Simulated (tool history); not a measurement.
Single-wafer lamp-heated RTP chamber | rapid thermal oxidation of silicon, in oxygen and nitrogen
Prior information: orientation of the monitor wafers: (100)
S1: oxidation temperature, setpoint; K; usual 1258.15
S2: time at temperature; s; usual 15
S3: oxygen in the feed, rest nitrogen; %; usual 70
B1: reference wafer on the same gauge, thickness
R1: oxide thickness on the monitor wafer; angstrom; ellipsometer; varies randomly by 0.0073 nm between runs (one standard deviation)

| run | hour | S1 | S2 | S3 | B1 | R1 |
|---|---|---|---|---|---|---|
| 1 | 0 | 1258.15 | 15 | 70 | 3.099 | 26.68 |
| 2 | 37 | 1258.15 | 15 | 70 | 3.091 | 26.63 |
| 3 | 68.1 | 1258.15 | 15 | 70 | 3.084 | 26.59 |
| 4 | 128.2 | 1258.15 | 15 | 61 | 3.073 | 25.83 |
| 5 | 199.5 | 1258.15 | 15 | 61 | 3.062 | 25.71 |
| 6 | 256.1 | 1258.15 | 15 | 70 | 3.058 | 26.44 |
| 7 | 299.4 | 1258.15 | 15 | 70 | 3.054 | 26.36 |
| 8 | 324.8 | 1258.15 | 15 | 70 | 3.048 | 26.36 |
| 9 | 374.8 | 1258.15 | 18 | 70 | 3.045 | 27.88 |
| 10 | 402.1 | 1258.15 | 18 | 70 | 3.047 | 27.79 |
| 11 | 445.2 | 1258.15 | 15 | 70 | 3.044 | 26.33 |
| 12 | 470.5 | 1258.15 | 15 | 70 | 3.042 | 26.19 |
| 13 | 536.6 | 1242.15 | 8 | 83 | 3.041 | 21.73 |
| 14 | 561 | 1258.15 | 15 | 70 | 3.038 | 26.35 |
| 15 | 587 | 1280.15 | 12 | 51 | 3.038 | 25.67 |
| 16 | 621.8 | 1270.15 | 15 | 70 | 3.038 | 27.84 |
| 17 | 676.9 | 1270.15 | 15 | 70 | 3.034 | 28 |
| 18 | 747.4 | 1266.15 | 15 | 42 | 3.103 | 24.93 |
| 19 | 775.9 | 1269.15 | 20 | 88 | 3.096 | 33.16 |
| 20 | 820.2 | 1258.15 | 18 | 70 | 3.088 | 28.11 |
| 21 | 873.3 | 1282.15 | 20 | 79 | 3.079 | 34.65 |
| 22 | 899.7 | 1245.15 | 15 | 41 | 3.076 | 22.89 |
| 23 | 936.2 | 1272.15 | 15 | 70 | 3.071 | 28.67 |

Taken out of this log: 3 entries between the listed runs. Where each belongs, and how the hidden state differs across it:
Run 10 -> run 11: oxygen flow controller replaced (hour 424)
  gauge reads high (%): -2.39 -> -2.46
  measured result minus the result with no hidden state, R1: -0.68 -> -0.66 angstrom
Run 17 -> run 18: pyrometer window cleaned and pyrometer calibrated (hour 685.4); gauge calibrated (hour 693.5)
  gauge reads high (%): -2.7 -> -0.558
  measured result minus the result with no hidden state, R1: -0.77 -> -0.14 angstrom
